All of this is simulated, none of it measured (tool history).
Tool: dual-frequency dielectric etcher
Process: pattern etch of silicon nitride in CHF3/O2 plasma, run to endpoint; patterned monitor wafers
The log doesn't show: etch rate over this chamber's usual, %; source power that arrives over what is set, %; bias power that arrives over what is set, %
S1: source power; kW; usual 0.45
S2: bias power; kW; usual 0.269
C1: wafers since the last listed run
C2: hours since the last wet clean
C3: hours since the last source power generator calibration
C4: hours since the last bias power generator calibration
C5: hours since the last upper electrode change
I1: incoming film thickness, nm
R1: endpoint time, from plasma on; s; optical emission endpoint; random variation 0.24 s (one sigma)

{"run": 1, "hour": 0.0, "S1": 0.45, "S2": 0.297, "C1": 0, "C2": 145.5, "C3": 4763.7, "C4": 1880.8, "C5": 1786.3, "I1": 85.5, "R1": 52.2}
{"run": 2, "hour": 13.6, "S1": 0.45, "S2": 0.297, "C1": 153, "C2": 159.1, "C3": 4777.3, "C4": 1894.4, "C5": 1799.9, "I1": 84.4, "R1": 51.3}
{"run": 3, "hour": 32.3, "S1": 0.45, "S2": 0.297, "C1": 210, "C2": 177.8, "C3": 4796, "C4": 1913.1, "C5": 1818.6, "I1": 84.6, "R1": 51.7}
{"run": 4, "hour": 64.3, "S1": 0.45, "S2": 0.238, "C1": 360, "C2": 209.8, "C3": 4828, "C4": 1945.1, "C5": 1850.6, "I1": 85.6, "R1": 57.5}
{"run": 5, "hour": 87.0, "S1": 0.45, "S2": 0.269, "C1": 255, "C2": 232.5, "C3": 4850.7, "C4": 1967.8, "C5": 1873.3, "I1": 85.5, "R1": 55}
{"run": 6, "hour": 118.7, "S1": 0.45, "S2": 0.269, "C1": 357, "C2": 264.2, "C3": 4882.4, "C4": 1999.5, "C5": 1905, "I1": 85.2, "R1": 54.7}
{"run": 7, "hour": 133.5, "S1": 0.45, "S2": 0.293, "C1": 166, "C2": 279, "C3": 4897.2, "C4": 2014.3, "C5": 1919.8, "I1": 85.4, "R1": 53.4}
{"run": 8, "hour": 154.2, "S1": 0.45, "S2": 0.293, "C1": 233, "C2": 299.7, "C3": 4917.9, "C4": 2035, "C5": 1940.5, "I1": 84, "R1": 52.5}
{"run": 9, "hour": 187.6, "S1": 0.45, "S2": 0.293, "C1": 376, "C2": 333.1, "C3": 4951.3, "C4": 2068.4, "C5": 1973.9, "I1": 85.7, "R1": 53.5}
{"run": 10, "hour": 210.7, "S1": 0.45, "S2": 0.269, "C1": 260, "C2": 356.2, "C3": 4974.4, "C4": 2091.5, "C5": 1997, "I1": 85, "R1": 55.3}
{"run": 11, "hour": 226.9, "S1": 0.45, "S2": 0.269, "C1": 182, "C2": 372.4, "C3": 4990.6, "C4": 2107.7, "C5": 2013.2, "I1": 85.6, "R1": 55.6}
{"run": 12, "hour": 256.6, "S1": 0.45, "S2": 0.269, "C1": 334, "C2": 402.1, "C3": 5020.3, "C4": 2137.4, "C5": 2042.9, "I1": 84.3, "R1": 55.1}
{"hour": 311.1, "done": "wet clean of the chamber"}
{"run": 13, "hour": 311.6, "S1": 0.45, "S2": 0.316, "C1": 349, "C2": 0.5, "C3": 5075.3, "C4": 2192.4, "C5": 2097.9, "I1": 85.1, "R1": 53.3}
{"run": 14, "hour": 390.7, "S1": 0.45, "S2": 0.316, "C1": 891, "C2": 79.6, "C3": 5154.4, "C4": 2271.5, "C5": 2177, "I1": 85.1, "R1": 54}
{"run": 15, "hour": 421.8, "S1": 0.45, "S2": 0.316, "C1": 350, "C2": 110.7, "C3": 5185.5, "C4": 2302.6, "C5": 2208.1, "I1": 85.6, "R1": 54}
{"hour": 513.6, "done": "wet clean of the chamber, repeated, since the last time left the tool worse"}
{"run": 16, "hour": 521.5, "S1": 0.45, "S2": 0.269, "C1": 853, "C2": 7.9, "C3": 5285.2, "C4": 2402.3, "C5": 2307.8, "I1": 84.7, "R1": 53.9}
{"run": 17, "hour": 545.3, "S1": 0.45, "S2": 0.336, "C1": 268, "C2": 31.7, "C3": 5309, "C4": 2426.1, "C5": 2331.6, "I1": 84.6, "R1": 48.7}
{"hour": 551.9, "done": "source power generator calibrated"}
{"run": 18, "hour": 571.7, "S1": 0.51, "S2": 0.301, "C1": 252, "C2": 58.1, "C3": 19.8, "C4": 2452.5, "C5": 2358, "I1": 84.9, "R1": 48.2}
{"run": 19, "hour": 602.7, "S1": 0.45, "S2": 0.269, "C1": 349, "C2": 89.1, "C3": 50.8, "C4": 2483.5, "C5": 2389, "I1": 85.1, "R1": 54.4}
{"run": 20, "hour": 635.4, "S1": 0.5, "S2": 0.269, "C1": 368, "C2": 121.8, "C3": 83.5, "C4": 2516.2, "C5": 2421.7, "I1": 84.8, "R1": 50.8}
{"hour": 669.3, "done": "upper electrode replaced"}
{"run": 21, "hour": 669.8, "S1": 0.51, "S2": 0.301, "C1": 117, "C2": 156.2, "C3": 117.9, "C4": 2550.6, "C5": 0.5, "I1": 85.1, "R1": 48.5}
{"run": 22, "hour": 682.9, "S1": 0.53, "S2": 0.213, "C1": 147, "C2": 169.3, "C3": 131, "C4": 2563.7, "C5": 13.6, "I1": 85.4, "R1": 55.6}
{"run": 23, "hour": 709.7, "S1": 0.38, "S2": 0.269, "C1": 301, "C2": 196.1, "C3": 157.8, "C4": 2590.5, "C5": 40.4, "I1": 84.4, "R1": 60.8}
{"hour": 725.3, "done": "bias power generator calibrated"}
{"run": 24, "hour": 739.0, "S1": 0.4, "S2": 0.209, "C1": 285, "C2": 225.4, "C3": 187.1, "C4": 13.7, "C5": 69.7, "I1": 84.7, "R1": 65.8}
{"run": 25, "hour": 759.1, "S1": 0.55, "S2": 0.324, "C1": 226, "C2": 245.5, "C3": 207.2, "C4": 33.8, "C5": 89.8, "I1": 85, "R1": 45.6}
{"run": 26, "hour": 786.0, "S1": 0.38, "S2": 0.311, "C1": 303, "C2": 272.4, "C3": 234.1, "C4": 60.7, "C5": 116.7, "I1": 85.6, "R1": 58.2}
{"run": 27, "hour": 816.3, "S1": 0.49, "S2": 0.312, "C1": 341, "C2": 302.7, "C3": 264.4, "C4": 91, "C5": 147, "I1": 85.3, "R1": 49.7}
{"run": 28, "hour": 874.9, "S1": 0.45, "S2": 0.269, "C1": 660, "C2": 361.3, "C3": 323, "C4": 149.6, "C5": 205.6, "I1": 84.5, "R1": 55.3}
{"run": 29, "hour": 891.6, "S1": 0.52, "S2": 0.269, "C1": 188, "C2": 378, "C3": 339.7, "C4": 166.3, "C5": 222.3, "I1": 84.8, "R1": 51}
{"run": 30, "hour": 912.2, "S1": 0.52, "S2": 0.292, "C1": 232, "C2": 398.6, "C3": 360.3, "C4": 186.9, "C5": 242.9, "I1": 85.7, "R1": 49.6}
{"hour": 936.8, "done": "wet clean of the chamber"}
{"run": 31, "hour": 937.3, "S1": 0.45, "S2": 0.23, "C1": 12, "C2": 0.5, "C3": 385.4, "C4": 212, "C5": 268, "I1": 86.2, "R1": 58.7}
{"run": 32, "hour": 952.6, "S1": 0.45, "S2": 0.23, "C1": 172, "C2": 15.8, "C3": 400.7, "C4": 227.3, "C5": 283.3, "I1": 85.3, "R1": 59}
{"run": 33, "hour": 982.7, "S1": 0.51, "S2": 0.249, "C1": 339, "C2": 45.9, "C3": 430.8, "C4": 257.4, "C5": 313.4, "I1": 84.8, "R1": 52.8}

The tool's hidden state at each run:
source power that arrives over what is set, %: 0 in every run
bias power that arrives over what is set, %: 0 in every run
H1: etch rate over this chamber's usual, %
run=1 H1=-0.591
run=2 H1=-0.696
run=3 H1=-0.842
run=4 H1=-1.09
run=5 H1=-1.27
run=6 H1=-1.51
run=7 H1=-1.63
run=8 H1=-1.79
run=9 H1=-2.05
run=10 H1=-2.23
run=11 H1=-2.35
run=12 H1=-2.58
run=13 H1=-5.34
run=14 H1=-5.96
run=15 H1=-6.2
run=16 H1=-0.171
run=17 H1=-0.356
run=18 H1=-0.561
run=19 H1=-0.802
run=20 H1=-1.06
run=21 H1=-1.32
run=22 H1=-1.43
run=23 H1=-1.63
run=24 H1=-1.86
run=25 H1=-2.02
run=26 H1=-2.23
run=27 H1=-2.46
run=28 H1=-2.92
run=29 H1=-3.05
run=30 H1=-3.21
run=31 H1=-0.738
run=32 H1=-0.857
run=33 H1=-1.09

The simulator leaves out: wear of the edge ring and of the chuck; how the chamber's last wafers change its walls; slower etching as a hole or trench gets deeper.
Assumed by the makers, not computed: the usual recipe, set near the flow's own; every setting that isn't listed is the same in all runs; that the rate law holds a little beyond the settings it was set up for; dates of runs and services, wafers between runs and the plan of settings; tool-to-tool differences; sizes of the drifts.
